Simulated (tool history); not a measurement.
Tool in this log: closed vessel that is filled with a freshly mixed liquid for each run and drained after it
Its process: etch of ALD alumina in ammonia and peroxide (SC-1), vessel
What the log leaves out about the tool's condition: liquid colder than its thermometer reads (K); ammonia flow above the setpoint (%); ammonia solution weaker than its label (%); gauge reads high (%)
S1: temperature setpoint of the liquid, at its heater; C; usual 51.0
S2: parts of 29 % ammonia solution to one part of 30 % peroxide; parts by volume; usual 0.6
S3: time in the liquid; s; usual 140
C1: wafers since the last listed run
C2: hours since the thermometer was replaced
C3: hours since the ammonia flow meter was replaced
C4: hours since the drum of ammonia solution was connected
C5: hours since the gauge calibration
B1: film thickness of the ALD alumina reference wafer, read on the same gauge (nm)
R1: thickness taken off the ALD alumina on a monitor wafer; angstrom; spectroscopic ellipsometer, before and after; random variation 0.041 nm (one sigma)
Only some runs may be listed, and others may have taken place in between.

run	hour	S1	S2	S3	C1	C2	C3	C4	C5	B1	R1
1	0.0	51.0	0.7	140	0	1126.3	1589.6	138.4	471.3	30.03	60.4
# hour 141.5: thermometer replaced
# hour 247.6: new drum of ammonia solution connected
2	259.8	51.0	0.7	140	20513	118.3	1849.4	12.2	731.1	29.96	62.2
3	321.9	51.0	0.6	95	4941	180.4	1911.5	74.3	793.2	30.00	41.1
4	427.8	51.0	0.6	140	8426	286.3	2017.4	180.2	899.1	30.01	61.3
5	515.7	51.0	0.6	140	6994	374.2	2105.3	268.1	987.0	30.02	60.6
6	615.9	51.0	0.6	140	7973	474.4	2205.5	368.3	1087.2	29.97	60.4
# hour 633.0: new drum of ammonia solution connected
7	715.9	51.0	0.6	140	7877	574.4	2305.5	82.9	1187.2	30.03	60.2
8	762.6	51.0	0.6	140	3716	621.1	2352.2	129.6	1233.9	30.02	59.4
9	806.8	51.0	0.6	140	3517	665.3	2396.4	173.8	1278.1	30.00	59.8
10	870.8	51.0	0.6	140	5092	729.3	2460.4	237.8	1342.1	29.96	59.0
# hour 873.6: ammonia flow meter replaced
11	955.6	47.0	0.7	215	6668	814.1	82.0	322.6	1426.9	30.02	74.5
# hour 1014.9: gauge calibrated
12	1016.3	45.0	0.7	105	4830	874.8	142.7	383.3	1.4	29.97	32.5
13	1091.1	60.5	0.7	65	5952	949.6	217.5	458.1	76.2	30.02	46.4
# hour 1106.8: new drum of ammonia solution connected
14	1170.3	45.0	0.6	80	6222	1028.8	296.7	63.5	155.4	29.97	24.0
15	1218.3	51.0	0.6	170	3819	1076.8	344.7	111.5	203.4	30.02	72.4
# hour 1360.9: thermometer replaced
16	1474.4	47.5	0.7	95	20298	113.5	600.8	367.6	459.5	30.00	34.6
17	1566.3	54.5	0.5	185	7312	205.4	692.7	459.5	551.4	30.01	95.5
# hour 1598.2: new drum of ammonia solution connected
18	1661.8	51.0	0.6	140	7519	300.9	788.2	63.6	646.9	30.00	60.7
19	1719.6	51.0	0.7	140	4599	358.7	846.0	121.4	704.7	29.93	61.5

4 ways to go on from here, each from the tool as it stands after run 19. What would each give?
A	1720.3	46.5	0.6	140	55	359.4	846.7	122.1	705.4	?	?
B	1720.3	57.5	0.4	185	55	359.4	846.7	122.1	705.4	?	?
C	1720.3	46.5	0.5	120	55	359.4	846.7	122.1	705.4	?	?
D	1720.3	47.0	0.5	95	55	359.4	846.7	122.1	705.4	?	?

run	B1	R1
A	29.97	47.2
B	29.97	109.2
C	29.97	39.8
D	29.97	32.4
Had the tool no hidden state, the same runs would have come out as:
run	R1
A	47.7
B	110.2
C	40.2
D	32.7

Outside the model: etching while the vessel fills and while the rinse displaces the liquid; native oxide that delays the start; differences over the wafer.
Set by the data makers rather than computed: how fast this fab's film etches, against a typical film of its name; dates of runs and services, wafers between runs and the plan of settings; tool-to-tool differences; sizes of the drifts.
